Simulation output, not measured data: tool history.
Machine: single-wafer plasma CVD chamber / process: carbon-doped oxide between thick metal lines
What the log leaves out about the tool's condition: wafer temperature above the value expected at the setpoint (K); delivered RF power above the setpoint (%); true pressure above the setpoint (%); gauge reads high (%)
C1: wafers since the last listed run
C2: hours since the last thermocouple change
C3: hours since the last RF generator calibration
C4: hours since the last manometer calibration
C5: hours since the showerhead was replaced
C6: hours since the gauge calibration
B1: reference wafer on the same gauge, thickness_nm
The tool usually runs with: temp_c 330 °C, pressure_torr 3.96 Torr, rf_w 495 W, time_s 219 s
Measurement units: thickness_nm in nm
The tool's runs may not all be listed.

Run 1, hour 0.0: usual settings; C1 0; C2 1962.0; C3 508.0; C4 525.5; C5 3709.1; C6 1875.8; B1 1260.230. Result: thickness_nm 1155.723 nm.
Run 2, hour 43.1: usual settings; C1 262; C2 2005.1; C3 551.1; C4 568.6; C5 3752.2; C6 1918.9; B1 1259.530. Result: thickness_nm 1157.447 nm.
Run 3, hour 87.6: usual settings but time_s 247 s; C1 271; C2 2049.6; C3 595.6; C4 613.1; C5 3796.7; C6 1963.4; B1 1260.200. Result: thickness_nm 1307.711 nm.
Run 4, hour 125.2: usual settings; C1 229; C2 2087.2; C3 633.2; C4 650.7; C5 3834.3; C6 2001.0; B1 1260.227. Result: thickness_nm 1161.580 nm.
At hour 161.0: gauge calibrated.
Run 5, hour 166.0: usual settings; C1 248; C2 2128.0; C3 674.0; C4 691.5; C5 3875.1; C6 5.0; B1 1259.773. Result: thickness_nm 1160.228 nm.
Run 6, hour 235.4: usual settings; C1 423; C2 2197.4; C3 743.4; C4 760.9; C5 3944.5; C6 74.4; B1 1260.449. Result: thickness_nm 1158.098 nm.
Run 7, hour 261.9: usual settings; C1 161; C2 2223.9; C3 769.9; C4 787.4; C5 3971.0; C6 100.9; B1 1259.996. Result: thickness_nm 1160.871 nm.
Run 8, hour 303.4: usual settings; C1 253; C2 2265.4; C3 811.4; C4 828.9; C5 4012.5; C6 142.4; B1 1259.459. Result: thickness_nm 1159.765 nm.
Run 9, hour 346.6: usual settings but pressure_torr 4.31 Torr, time_s 244 s; C1 263; C2 2308.6; C3 854.6; C4 872.1; C5 4055.7; C6 185.6; B1 1259.711. Result: thickness_nm 1299.463 nm.
Run 10, hour 406.6: usual settings; C1 366; C2 2368.6; C3 914.6; C4 932.1; C5 4115.7; C6 245.6; B1 1260.000. Result: thickness_nm 1163.461 nm.
Run 11, hour 438.4: usual settings but temp_c 334 °C; C1 193; C2 2400.4; C3 946.4; C4 963.9; C5 4147.5; C6 277.4; B1 1260.131. Result: thickness_nm 1148.187 nm.
At hour 486.4: RF generator calibrated.
Run 12, hour 497.4: usual settings but time_s 247 s; C1 311; C2 2459.4; C3 11.0; C4 1022.9; C5 4206.5; C6 336.4; B1 1260.563. Result: thickness_nm 1306.305 nm.
At hour 509.4: capacitance manometer re-zeroed and calibrated.
Run 13, hour 692.0: usual settings but pressure_torr 4.54 Torr, rf_w 420 W, time_s 254 s; C1 1138; C2 2654.0; C3 205.6; C4 182.6; C5 4401.1; C6 531.0; B1 1259.713. Result: thickness_nm 1239.286 nm.
Run 14, hour 730.0: usual settings but rf_w 440 W; C1 231; C2 2692.0; C3 243.6; C4 220.6; C5 4439.1; C6 569.0; B1 1259.706. Result: thickness_nm 1088.933 nm.
Run 15, hour 795.7: usual settings but pressure_torr 3.65 Torr, time_s 250 s; C1 400; C2 2757.7; C3 309.3; C4 286.3; C5 4504.8; C6 634.7; B1 1260.683. Result: thickness_nm 1311.865 nm.
Run 16, hour 859.6: usual settings; C1 389; C2 2821.6; C3 373.2; C4 350.2; C5 4568.7; C6 698.6; B1 1259.029. Result: thickness_nm 1156.274 nm.
Run 17, hour 905.5: usual settings but temp_c 343 °C, rf_w 585 W, time_s 176 s; C1 280; C2 2867.5; C3 419.1; C4 396.1; C5 4614.6; C6 744.5; B1 1260.104. Result: thickness_nm 980.152 nm.
At hour 939.9: thermocouple changed; heater temperature recalibrated.
At hour 953.5: showerhead replaced.
Run 18, hour 954.0: usual settings but temp_c 338 °C, pressure_torr 4.51 Torr, rf_w 575 W, time_s 256 s; C1 198; C2 14.1; C3 467.6; C4 444.6; C5 0.5; C6 793.0; B1 1260.196. Result: thickness_nm 1463.256 nm.
Run 19, hour 1047.5: usual settings but temp_c 318 °C, time_s 177 s; C1 570; C2 107.6; C3 561.1; C4 538.1; C5 94.0; C6 886.5; B1 1259.176. Result: thickness_nm 976.656 nm.
Run 20, hour 1111.8: usual settings but temp_c 339 °C, pressure_torr 3.55 Torr, rf_w 420 W, time_s 199 s; C1 392; C2 171.9; C3 625.4; C4 602.4; C5 158.3; C6 950.8; B1 1260.376. Result: thickness_nm 938.682 nm.
Run 21, hour 1141.7: usual settings; C1 182; C2 201.8; C3 655.3; C4 632.3; C5 188.2; C6 980.7; B1 1260.052. Result: thickness_nm 1166.648 nm.
Run 22, hour 1184.7: usual settings; C1 262; C2 244.8; C3 698.3; C4 675.3; C5 231.2; C6 1023.7; B1 1259.388. Result: thickness_nm 1170.407 nm.
Run 23, hour 1252.9: usual settings; C1 416; C2 313.0; C3 766.5; C4 743.5; C5 299.4; C6 1091.9; B1 1260.615. Result: thickness_nm 1171.000 nm.
At hour 1267.9: RF generator calibrated.
Run 24, hour 1280.7: usual settings but temp_c 337 °C, pressure_torr 4.59 Torr, rf_w 540 W, time_s 191 s; C1 120; C2 340.8; C3 12.8; C4 771.3; C5 327.2; C6 1119.7; B1 1259.956. Result: thickness_nm 1061.357 nm.
Run 25, hour 1305.4: usual settings but temp_c 315 °C, rf_w 555 W; C1 150; C2 365.5; C3 37.5; C4 796.0; C5 351.9; C6 1144.4; B1 1259.825. Result: thickness_nm 1296.484 nm.
Run 26, hour 1367.5: usual settings but temp_c 339 °C, time_s 187 s; C1 378; C2 427.6; C3 99.6; C4 858.1; C5 414.0; C6 1206.5; B1 1260.468. Result: thickness_nm 973.432 nm.
At hour 1500.5: capacitance manometer re-zeroed and calibrated.
Run 27, hour 1501.0: usual settings; C1 765; C2 561.1; C3 233.1; C4 0.5; C5 547.5; C6 1340.0; B1 1259.973. Result: thickness_nm 1168.245 nm.
Run 28, hour 1531.3: usual settings but temp_c 344 °C, pressure_torr 3.20 Torr, rf_w 455 W, time_s 180 s; C1 184; C2 591.4; C3 263.4; C4 30.8; C5 577.8; C6 1370.3; B1 1259.801. Result: thickness_nm 870.930 nm.
Run 29, hour 1743.8: usual settings but pressure_torr 3.15 Torr, time_s 245 s; C1 1296; C2 803.9; C3 475.9; C4 243.3; C5 790.3; C6 1582.8; B1 1260.184. Result: thickness_nm 1280.418 nm.

Take each entry between the runs: how does the hidden state at the last listed run before it differ from the hidden state at the first listed run after it?
From run 4 to run 5: gauge calibrated (hour 161.0)
  wafer temperature above the value expected at the setpoint (K): 1.98 -> 2.07
  what was measured, less what the result would be without the hidden state, thickness_nm: -6.155 -> -6.415 nm
From run 11 to run 12: RF generator calibrated (hour 486.4)
  wafer temperature above the value expected at the setpoint (K): 2.69 -> 2.83
  what was measured, less what the result would be without the hidden state, thickness_nm: -8.155 -> -9.890 nm
From run 12 to run 13: capacitance manometer re-zeroed and calibrated (hour 509.4)
  wafer temperature above the value expected at the setpoint (K): 2.83 -> 3.33
  what was measured, less what the result would be without the hidden state, thickness_nm: -9.890 -> -11.038 nm
From run 17 to run 18: thermocouple changed; heater temperature recalibrated (hour 939.9); showerhead replaced (hour 953.5)
  wafer temperature above the value expected at the setpoint (K): 3.92 -> -0.237
  what was measured, less what the result would be without the hidden state, thickness_nm: -9.217 -> +0.906 nm
From run 23 to run 24: RF generator calibrated (hour 1267.9)
  wafer temperature above the value expected at the setpoint (K): -0.187 -> -0.178
  what was measured, less what the result would be without the hidden state, thickness_nm: +0.631 -> +0.497 nm
From run 26 to run 27: capacitance manometer re-zeroed and calibrated (hour 1500.5)
  wafer temperature above the value expected at the setpoint (K): -0.145 -> -0.0786
  what was measured, less what the result would be without the hidden state, thickness_nm: +0.368 -> +0.265 nm
